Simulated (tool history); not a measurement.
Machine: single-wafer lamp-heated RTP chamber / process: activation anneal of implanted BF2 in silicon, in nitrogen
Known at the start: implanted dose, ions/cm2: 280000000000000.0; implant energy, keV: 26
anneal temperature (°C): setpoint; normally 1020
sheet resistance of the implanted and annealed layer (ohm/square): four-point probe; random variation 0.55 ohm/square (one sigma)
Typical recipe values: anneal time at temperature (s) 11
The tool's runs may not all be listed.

run	hour	anneal temperature (°C)	anneal time at temperature (s)	read-back reference wafer on the same gauge, sheet resistance	sheet resistance of the implanted and annealed layer (ohm/square)
1	0.0	1020	11	383.91	369.26
2	70.8	1020	11	384.02	369.66
3	137.3	1020	11	384.19	369.42
4	201.7	1040	11	383.82	369.49
5	233.2	1040	11	384.11	368.43
6	266.6	1020	11	383.88	369.65
# hour 355.8: reflector plate cleaned
7	360.1	1020	11	384.25	370.29
8	412.5	1020	11	384.09	368.81
9	477.6	999	11	383.91	371.66
# hour 507.2: pyrometer window cleaned and pyrometer calibrated
10	542.2	999	11	384.13	371.41
11	585.6	1020	11	383.98	369.77
12	634.2	1020	11	383.83	369.69
13	694.0	1020	11	383.94	369.33
14	751.6	1020	11	383.90	369.52
15	806.5	1000	6	383.93	372.34
16	857.7	1036	16	384.21	366.21
17	918.9	1041	15	383.79	366.06
18	974.3	1040	11	383.88	370.24
19	1010.7	1020	17	384.00	368.56
# hour 1060.1: pyrometer window cleaned and pyrometer calibrated
20	1075.6	1040	11	384.03	368.42
# hour 1115.1: gauge calibrated
# hour 1139.0: reflector plate cleaned
21	1140.7	1020	11	383.98	369.31
22	1180.0	1038	5	383.94	371.26
23	1216.4	998	6	383.77	374.11

What will run 24 give?
24	1243.0	1020	11	?	?

read-back reference wafer on the same gauge, sheet resistance: 383.91
sheet resistance of the implanted and annealed layer (ohm/square): 369.15
Were there no unlogged condition in the tool, this run, its random variation unchanged, would have produced sheet resistance of the implanted and annealed layer (ohm/square) 369.15.
